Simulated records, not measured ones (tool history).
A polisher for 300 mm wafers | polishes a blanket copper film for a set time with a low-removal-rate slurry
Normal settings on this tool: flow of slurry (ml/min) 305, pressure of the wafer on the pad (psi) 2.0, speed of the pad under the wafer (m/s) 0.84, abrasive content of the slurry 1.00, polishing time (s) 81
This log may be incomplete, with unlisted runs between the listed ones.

run,day,flow of slurry (ml/min),pressure of the wafer on the pad (psi),speed of the pad under the wafer (m/s),abrasive content of the slurry,polishing time (s),"incoming thickness of the incoming film, nm",film removed (Å)
1,0.000,305,2.3,0.84,1.00,81,742.3,1448
2,2.550,305,2.0,0.84,1.00,81,729.1,1296
# day 4.038: head pressure recalibrated
# day 10.242: worn pad replaced by a new one
3,10.262,305,2.0,0.84,1.00,81,745.7,1243
# day 10.367: slurry blender recalibrated
# day 11.762: slurry nozzle cleaned
4,13.354,305,2.0,0.84,1.00,81,742.2,1275
5,16.912,305,2.0,0.84,1.00,81,730.5,1249
6,21.121,305,2.0,0.84,1.00,81,730.1,1257
7,24.321,305,2.0,0.84,1.00,81,739.1,1256
# day 25.300: worn pad replaced by a new one
# day 26.679: slurry blender recalibrated
8,28.812,305,2.0,0.84,1.00,81,738.2,1231
# day 30.904: slurry nozzle cleaned
9,33.246,305,2.0,0.84,1.00,81,754.1,1290
10,35.371,240,2.0,0.84,1.00,81,743.5,1269
11,37.979,240,2.0,0.84,1.00,81,745.4,1260
12,41.342,305,2.0,0.84,1.00,81,729.8,1253
# day 41.696: slurry blender recalibrated
# day 42.808: worn pad replaced by a new one
13,44.171,305,2.0,0.84,1.00,81,735.8,1246
14,47.233,380,2.0,0.84,1.00,81,738.9,1287
# day 47.646: slurry nozzle cleaned
15,49.012,305,1.7,0.84,1.25,81,744.1,1164
# day 52.621: head pressure recalibrated
16,53.421,305,2.0,0.84,1.00,81,748.0,1271
17,55.167,365,1.8,0.68,1.00,72,738.6,843
18,56.996,220,2.4,0.84,0.90,92,730.3,1602
19,59.542,305,1.4,1.02,0.85,81,745.0,1011
# day 60.550: worn pad replaced by a new one
# day 61.708: slurry blender recalibrated
20,63.433,305,2.0,0.84,1.00,98,744.5,1513
# day 64.129: slurry nozzle cleaned
21,67.254,255,2.0,0.84,1.00,59,744.5,908
22,70.879,305,2.0,0.84,1.25,98,739.4,1633
23,74.875,305,1.7,1.06,1.00,74,741.9,1249
# day 76.004: worn pad replaced by a new one
# day 76.838: slurry blender recalibrated
24,78.338,305,2.0,0.84,1.25,81,729.4,1313
25,80.729,305,2.0,0.84,1.00,81,742.6,1222
# day 81.121: slurry nozzle cleaned
26,82.588,375,2.6,0.84,1.00,81,725.8,1713
27,86.017,205,2.0,0.84,0.85,81,730.6,1150
28,88.042,305,2.0,0.84,1.00,81,727.7,1281

Branching from run 28: 5 alternative next runs. What would each branch give?
A,88.058,305,2.0,0.84,1.00,81,751.2,?
B,88.058,225,2.4,0.84,1.00,81,751.2,?
C,88.058,250,2.0,0.84,1.00,101,751.2,?
D,88.058,210,2.4,0.84,1.00,81,751.2,?
E,88.058,305,2.4,0.84,1.00,81,751.2,?

run,film removed (Å)
A,1263
B,1473
C,1547
D,1462
E,1516
Without the tool's unlogged condition, the same runs would have read:
run,film removed (Å)
A,1281
B,1499
C,1572
D,1490
E,1537
